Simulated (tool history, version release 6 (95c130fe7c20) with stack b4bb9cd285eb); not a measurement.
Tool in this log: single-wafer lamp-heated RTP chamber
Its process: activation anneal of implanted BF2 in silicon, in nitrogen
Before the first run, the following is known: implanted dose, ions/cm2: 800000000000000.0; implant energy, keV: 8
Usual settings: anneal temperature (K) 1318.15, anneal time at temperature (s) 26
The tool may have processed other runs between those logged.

| run | hour | anneal temperature (K) | anneal time at temperature (s) | wafers since the last listed run | wafers since the last pyrometer calibration | wafers since the reflector plate was cleaned | hours since the gauge calibration | read-back reference wafer on the same gauge, sheet resistance | sheet resistance of the implanted and annealed layer (ohm/square) |
|---|---|---|---|---|---|---|---|---|---|
| 1 | 0 | 1341.15 | 20 | 0 | 1588 | 5209 | 492.7 | 164.01 | 188.32 |
| 2 | 52.9 | 1341.15 | 20 | 379 | 1967 | 5589 | 545.6 | 164.04 | 188 |
| 3 | 81 | 1318.15 | 26 | 201 | 2169 | 5790 | 573.7 | 164.01 | 204.8 |
| 4 | 126 | 1318.15 | 26 | 322 | 2492 | 6113 | 618.7 | 164.04 | 204.15 |
| 5 | 155.3 | 1318.15 | 26 | 210 | 2702 | 6324 | 648 | 164.05 | 203.81 |
| 6 | 222.8 | 1318.15 | 26 | 484 | 3186 | 6808 | 715.5 | 163.97 | 205.19 |
| 7 | 251 | 1318.15 | 26 | 202 | 3389 | 7010 | 743.7 | 163.94 | 204.62 |
| 8 | 312.4 | 1318.15 | 26 | 440 | 3829 | 7451 | 805.1 | 164.1 | 204.54 |
| 9 | 355.4 | 1297.15 | 26 | 308 | 4138 | 7759 | 848.1 | 164.06 | 229.29 |
|  | 381.7 | reflector plate cleaned |
|  | 386.4 | gauge calibrated |
| 10 | 404.5 | 1328.15 | 19 | 294 | 4433 | 163 | 18.1 | 163.97 | 201.88 |
|  | 456.4 | pyrometer window cleaned and pyrometer calibrated |
| 11 | 470.4 | 1318.15 | 26 | 415 | 100 | 579 | 84 | 164 | 203.3 |
| 12 | 512.7 | 1318.15 | 12 | 303 | 403 | 882 | 126.3 | 164.03 | 231.09 |
| 13 | 549.5 | 1305.15 | 14 | 264 | 667 | 1146 | 163.1 | 164 | 243.04 |
| 14 | 595.7 | 1318.15 | 26 | 331 | 999 | 1478 | 209.3 | 164.06 | 203.87 |
| 15 | 664 | 1309.15 | 30 | 490 | 1489 | 1968 | 277.6 | 164.07 | 209.89 |
| 16 | 725.7 | 1343.15 | 18 | 442 | 1932 | 2411 | 339.3 | 164 | 189.99 |
| 17 | 785.1 | 1318.15 | 26 | 426 | 2358 | 2837 | 398.7 | 164 | 203.16 |
| 18 | 813.8 | 1329.15 | 20 | 205 | 2564 | 3043 | 427.4 | 164.02 | 200.07 |
| 19 | 853.5 | 1347.15 | 21 | 284 | 2849 | 3328 | 467.1 | 164 | 181.92 |

Forecast each of these 3 alternatives for the next run:
| A | 853.9 | 1307.15 | 26 | 2 | 2852 | 3331 | 467.5 | ? | ? |
| B | 853.9 | 1291.15 | 26 | 2 | 2852 | 3331 | 467.5 | ? | ? |
| C | 853.9 | 1345.15 | 31 | 2 | 2852 | 3331 | 467.5 | ? | ? |

| run | read-back reference wafer on the same gauge, sheet resistance | sheet resistance of the implanted and annealed layer (ohm/square) |
|---|---|---|
| A | 163.86 | 216.89 |
| B | 163.86 | 237.25 |
| C | 163.86 | 173.05 |
The same runs, with their run-to-run variation unchanged, on a tool lacking any hidden condition would have given:
| run | sheet resistance of the implanted and annealed layer (ohm/square) |
|---|---|
| A | 216.89 |
| B | 237.25 |
| C | 173.05 |

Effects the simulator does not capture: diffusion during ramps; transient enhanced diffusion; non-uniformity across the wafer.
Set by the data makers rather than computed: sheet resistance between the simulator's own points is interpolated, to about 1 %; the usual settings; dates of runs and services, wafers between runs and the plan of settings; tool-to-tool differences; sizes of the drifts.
